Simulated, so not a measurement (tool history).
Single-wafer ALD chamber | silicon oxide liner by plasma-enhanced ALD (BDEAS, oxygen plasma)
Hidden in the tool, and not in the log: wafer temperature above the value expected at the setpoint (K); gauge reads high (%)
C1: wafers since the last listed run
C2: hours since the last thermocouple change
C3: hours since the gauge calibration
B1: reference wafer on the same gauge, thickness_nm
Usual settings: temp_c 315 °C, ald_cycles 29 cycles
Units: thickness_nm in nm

{"run": 1, "hour": 0.0, "temp_c": 315, "ald_cycles": 29, "C1": 0, "C2": 387.7, "C3": 460.5, "B1": 2.821, "thickness_nm": 2.799}
{"run": 2, "hour": 50.0, "temp_c": 315, "ald_cycles": 29, "C1": 643, "C2": 437.7, "C3": 510.5, "B1": 2.82, "thickness_nm": 2.81}
{"run": 3, "hour": 86.9, "temp_c": 315, "ald_cycles": 33, "C1": 474, "C2": 474.6, "C3": 547.4, "B1": 2.822, "thickness_nm": 3.188}
{"run": 4, "hour": 134.1, "temp_c": 310, "ald_cycles": 28, "C1": 607, "C2": 521.8, "C3": 594.6, "B1": 2.82, "thickness_nm": 2.732}
{"run": 5, "hour": 159.3, "temp_c": 315, "ald_cycles": 31, "C1": 324, "C2": 547.0, "C3": 619.8, "B1": 2.823, "thickness_nm": 2.988}
{"run": 6, "hour": 188.3, "temp_c": 315, "ald_cycles": 31, "C1": 373, "C2": 576.0, "C3": 648.8, "B1": 2.819, "thickness_nm": 3.008}
{"run": 7, "hour": 255.9, "temp_c": 315, "ald_cycles": 31, "C1": 869, "C2": 643.6, "C3": 716.4, "B1": 2.82, "thickness_nm": 3.0}
{"run": 8, "hour": 323.6, "temp_c": 315, "ald_cycles": 32, "C1": 870, "C2": 711.3, "C3": 784.1, "B1": 2.819, "thickness_nm": 3.1}
{"run": 9, "hour": 385.7, "temp_c": 315, "ald_cycles": 32, "C1": 798, "C2": 773.4, "C3": 846.2, "B1": 2.82, "thickness_nm": 3.093}
{"hour": 437.5, "done": "gauge calibrated"}
{"run": 10, "hour": 440.7, "temp_c": 315, "ald_cycles": 32, "C1": 707, "C2": 828.4, "C3": 3.2, "B1": 2.819, "thickness_nm": 3.109}
{"run": 11, "hour": 466.9, "temp_c": 315, "ald_cycles": 29, "C1": 336, "C2": 854.6, "C3": 29.4, "B1": 2.82, "thickness_nm": 2.817}
{"run": 12, "hour": 528.7, "temp_c": 315, "ald_cycles": 29, "C1": 794, "C2": 916.4, "C3": 91.2, "B1": 2.821, "thickness_nm": 2.821}
{"run": 13, "hour": 599.6, "temp_c": 325, "ald_cycles": 34, "C1": 911, "C2": 987.3, "C3": 162.1, "B1": 2.819, "thickness_nm": 3.241}
{"run": 14, "hour": 651.5, "temp_c": 315, "ald_cycles": 29, "C1": 667, "C2": 1039.2, "C3": 214.0, "B1": 2.822, "thickness_nm": 2.825}
{"hour": 705.9, "done": "thermocouple changed; heater temperature recalibrated"}
{"run": 15, "hour": 706.4, "temp_c": 310, "ald_cycles": 31, "C1": 603, "C2": 0.5, "C3": 268.9, "B1": 2.82, "thickness_nm": 3.012}
{"run": 16, "hour": 730.1, "temp_c": 300, "ald_cycles": 32, "C1": 304, "C2": 24.2, "C3": 292.6, "B1": 2.821, "thickness_nm": 3.165}
{"run": 17, "hour": 798.1, "temp_c": 315, "ald_cycles": 29, "C1": 874, "C2": 92.2, "C3": 360.6, "B1": 2.82, "thickness_nm": 2.786}
{"run": 18, "hour": 828.4, "temp_c": 315, "ald_cycles": 29, "C1": 389, "C2": 122.5, "C3": 390.9, "B1": 2.821, "thickness_nm": 2.789}
{"run": 19, "hour": 865.5, "temp_c": 315, "ald_cycles": 29, "C1": 477, "C2": 159.6, "C3": 428.0, "B1": 2.822, "thickness_nm": 2.788}
{"run": 20, "hour": 903.4, "temp_c": 315, "ald_cycles": 29, "C1": 487, "C2": 197.5, "C3": 465.9, "B1": 2.82, "thickness_nm": 2.789}
{"run": 21, "hour": 966.1, "temp_c": 315, "ald_cycles": 34, "C1": 806, "C2": 260.2, "C3": 528.6, "B1": 2.819, "thickness_nm": 3.294}
{"run": 22, "hour": 1005.3, "temp_c": 315, "ald_cycles": 25, "C1": 504, "C2": 299.4, "C3": 567.8, "B1": 2.822, "thickness_nm": 2.412}
{"run": 23, "hour": 1065.3, "temp_c": 310, "ald_cycles": 32, "C1": 771, "C2": 359.4, "C3": 627.8, "B1": 2.822, "thickness_nm": 3.103}
{"run": 24, "hour": 1092.3, "temp_c": 315, "ald_cycles": 35, "C1": 347, "C2": 386.4, "C3": 654.8, "B1": 2.819, "thickness_nm": 3.372}
{"hour": 1152.8, "done": "gauge calibrated"}
{"run": 25, "hour": 1199.0, "temp_c": 321, "ald_cycles": 29, "C1": 1372, "C2": 493.1, "C3": 46.2, "B1": 2.82, "thickness_nm": 2.787}

Some steps in thickness_nm between neighbouring runs. How much of each would the tool show without its hidden state too (settings, what came in, random variation), and how much is left for the hidden state, with any gauge scatter that isn't in both results?
Run 14 -> 15: temp_c 315 -> 310, ald_cycles 29 -> 31, thermocouple changed; heater temperature recalibrated. thickness_nm +0.187 nm: hidden state -0.034, all else +0.221.
Run 16 -> 17: temp_c 300 -> 315, ald_cycles 32 -> 29. thickness_nm -0.379 nm: hidden state +0.007, all else -0.386.
Run 21 -> 22: ald_cycles 34 -> 25. thickness_nm -0.882 nm: hidden state +0.000, all else -0.882.
Run 22 -> 23: temp_c 315 -> 310, ald_cycles 25 -> 32. thickness_nm +0.691 nm: hidden state +0.002, all else +0.689.

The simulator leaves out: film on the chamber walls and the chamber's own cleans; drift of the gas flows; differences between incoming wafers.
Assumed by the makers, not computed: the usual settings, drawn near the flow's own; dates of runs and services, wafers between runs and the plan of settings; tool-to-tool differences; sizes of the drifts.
